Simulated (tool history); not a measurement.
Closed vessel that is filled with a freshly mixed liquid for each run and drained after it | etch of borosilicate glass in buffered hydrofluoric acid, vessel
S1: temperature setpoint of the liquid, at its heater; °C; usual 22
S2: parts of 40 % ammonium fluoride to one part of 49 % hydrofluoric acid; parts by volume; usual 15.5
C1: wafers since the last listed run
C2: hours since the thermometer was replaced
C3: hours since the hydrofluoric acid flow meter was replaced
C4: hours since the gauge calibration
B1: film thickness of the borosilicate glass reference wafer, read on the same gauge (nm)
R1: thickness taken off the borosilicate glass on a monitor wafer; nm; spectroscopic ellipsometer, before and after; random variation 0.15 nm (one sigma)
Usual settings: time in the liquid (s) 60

{"run": 1, "day": 0.0, "S1": 20.5, "S2": 15.5, "time in the liquid (s)": 60, "C1": 0, "C2": 885.5, "C3": 935.1, "C4": 294, "B1": 90, "R1": 37.4}
{"run": 2, "day": 1.471, "S1": 22, "S2": 15.5, "time in the liquid (s)": 60, "C1": 4037, "C2": 920.8, "C3": 970.4, "C4": 329.3, "B1": 89.99, "R1": 40.99}
{"run": 3, "day": 2.146, "S1": 22, "S2": 15.5, "time in the liquid (s)": 60, "C1": 1852, "C2": 937, "C3": 986.6, "C4": 345.5, "B1": 90, "R1": 40.69}
{"run": 4, "day": 4.704, "S1": 22, "S2": 15.5, "time in the liquid (s)": 60, "C1": 7022, "C2": 998.4, "C3": 1048, "C4": 406.9, "B1": 90.01, "R1": 40.74}
{"run": 5, "day": 5.633, "S1": 24.5, "S2": 15.5, "time in the liquid (s)": 60, "C1": 2550, "C2": 1020.7, "C3": 1070.3, "C4": 429.2, "B1": 89.98, "R1": 46.6}
{"run": 6, "day": 6.646, "S1": 22, "S2": 15.5, "time in the liquid (s)": 80, "C1": 2779, "C2": 1045, "C3": 1094.6, "C4": 453.5, "B1": 89.97, "R1": 53.93}
{"run": 7, "day": 7.338, "S1": 22, "S2": 15.5, "time in the liquid (s)": 60, "C1": 1898, "C2": 1061.6, "C3": 1111.2, "C4": 470.1, "B1": 90.02, "R1": 40.59}
{"run": 8, "day": 8.608, "S1": 22, "S2": 15.5, "time in the liquid (s)": 60, "C1": 3488, "C2": 1092.1, "C3": 1141.7, "C4": 500.6, "B1": 89.99, "R1": 40.72}
{"run": 9, "day": 9.808, "S1": 22, "S2": 15.5, "time in the liquid (s)": 60, "C1": 3294, "C2": 1120.9, "C3": 1170.5, "C4": 529.4, "B1": 90.02, "R1": 40.72}
{"day": 12.262, "done": "hydrofluoric acid flow meter replaced"}
{"run": 10, "day": 13.892, "S1": 22, "S2": 18, "time in the liquid (s)": 60, "C1": 11094, "C2": 1218.9, "C3": 39.1, "C4": 627.4, "B1": 90, "R1": 35.04}
{"day": 14.808, "done": "thermometer replaced"}
{"run": 11, "day": 14.829, "S1": 22, "S2": 18, "time in the liquid (s)": 60, "C1": 2459, "C2": 0.5, "C3": 61.6, "C4": 649.9, "B1": 89.99, "R1": 36.16}
{"run": 12, "day": 15.617, "S1": 22, "S2": 15.5, "time in the liquid (s)": 60, "C1": 2161, "C2": 19.4, "C3": 80.5, "C4": 668.8, "B1": 89.99, "R1": 41.76}
{"run": 13, "day": 16.838, "S1": 22, "S2": 15.5, "time in the liquid (s)": 60, "C1": 3351, "C2": 48.7, "C3": 109.8, "C4": 698.1, "B1": 90.02, "R1": 41.69}
{"run": 14, "day": 17.571, "S1": 19, "S2": 15.5, "time in the liquid (s)": 60, "C1": 2013, "C2": 66.3, "C3": 127.4, "C4": 715.7, "B1": 90.02, "R1": 35.29}
{"run": 15, "day": 18.8, "S1": 26, "S2": 15.5, "time in the liquid (s)": 60, "C1": 3374, "C2": 95.8, "C3": 156.9, "C4": 745.2, "B1": 89.98, "R1": 51.74}
{"run": 16, "day": 19.562, "S1": 22, "S2": 10.5, "time in the liquid (s)": 70, "C1": 2093, "C2": 114.1, "C3": 175.2, "C4": 763.5, "B1": 89.97, "R1": 71.9}
{"run": 17, "day": 20.267, "S1": 17, "S2": 13, "time in the liquid (s)": 85, "C1": 1932, "C2": 131, "C3": 192.1, "C4": 780.4, "B1": 89.98, "R1": 53.45}
{"run": 18, "day": 20.842, "S1": 19, "S2": 15.5, "time in the liquid (s)": 90, "C1": 1578, "C2": 144.8, "C3": 205.9, "C4": 794.2, "B1": 89.95, "R1": 53.3}
{"run": 19, "day": 21.496, "S1": 19.5, "S2": 10.5, "time in the liquid (s)": 90, "C1": 1795, "C2": 160.5, "C3": 221.6, "C4": 809.9, "B1": 90.01, "R1": 80.71}
{"run": 20, "day": 22.125, "S1": 18.5, "S2": 18, "time in the liquid (s)": 90, "C1": 1727, "C2": 175.6, "C3": 236.7, "C4": 825, "B1": 89.99, "R1": 44.58}
{"run": 21, "day": 23.067, "S1": 25.5, "S2": 15.5, "time in the liquid (s)": 40, "C1": 2584, "C2": 198.2, "C3": 259.3, "C4": 847.6, "B1": 89.97, "R1": 33.42}
{"day": 24.15, "done": "gauge calibrated"}
{"run": 22, "day": 27.242, "S1": 17, "S2": 20.5, "time in the liquid (s)": 45, "C1": 11460, "C2": 298.4, "C3": 359.5, "C4": 74.2, "B1": 90.01, "R1": 18}
{"run": 23, "day": 27.954, "S1": 20, "S2": 18, "time in the liquid (s)": 30, "C1": 1955, "C2": 315.5, "C3": 376.6, "C4": 91.3, "B1": 90.03, "R1": 15.99}
{"run": 24, "day": 28.475, "S1": 22, "S2": 15.5, "time in the liquid (s)": 60, "C1": 1429, "C2": 328, "C3": 389.1, "C4": 103.8, "B1": 89.99, "R1": 41.36}

Forecast run 25:
{"run": 25, "day": 32.421, "S1": 17, "S2": 13, "time in the liquid (s)": 85, "C1": 10831, "C2": 422.7, "C3": 483.8, "C4": 198.5, "B1": "?", "R1": "?"}

B1: 90.03
R1: 53.02 nm
Without the tool's hidden state the same run would have given R1 53.71 nm.
